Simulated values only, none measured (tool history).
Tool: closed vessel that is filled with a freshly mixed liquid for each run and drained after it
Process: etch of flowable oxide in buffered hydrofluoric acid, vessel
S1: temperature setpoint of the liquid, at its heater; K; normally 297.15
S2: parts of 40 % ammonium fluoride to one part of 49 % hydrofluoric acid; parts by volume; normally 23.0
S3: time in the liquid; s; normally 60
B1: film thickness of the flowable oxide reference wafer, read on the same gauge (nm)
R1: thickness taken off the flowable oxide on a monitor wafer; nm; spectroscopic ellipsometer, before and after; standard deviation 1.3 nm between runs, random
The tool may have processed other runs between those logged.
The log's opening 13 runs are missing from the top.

run	hour	S1	S2	S3	B1	R1
14	1141.5	301.65	14.5	80	40.02	425.06
15	1243.9	294.15	18.0	60	40.04	171.92
16	1320.9	299.15	29.0	60	40.01	159.82
17	1413.4	294.15	23.0	60	39.99	141.05
18	1485.8	301.65	25.5	80	40.02	265.18
# hour 1513.9: gauge calibrated
19	1557.3	292.15	30.0	90	40.01	159.44
20	1631.1	297.15	27.0	60	40.03	149.37
21	1722.1	297.15	23.0	60	40.02	163.99
22	1775.7	297.15	23.0	60	39.97	166.16
23	1879.3	297.15	23.0	60	39.98	166.03
24	1975.0	297.15	23.0	60	40.00	163.10
# hour 1992.3: thermometer replaced
25	2038.7	297.15	23.0	80	39.99	222.07
26	2092.9	294.15	20.0	60	40.02	153.77
27	2153.1	301.15	23.0	50	40.01	174.16
28	2233.0	298.65	23.0	60	39.96	178.75

Run 29 has not been measured yet. What should we expect?
29	2319.5	297.15	23.0	60	?	?

B1: 40.02
R1: 165.73 nm
With the hidden condition absent and the run-to-run variation left alone, this run would have shown R1 165.73 nm.
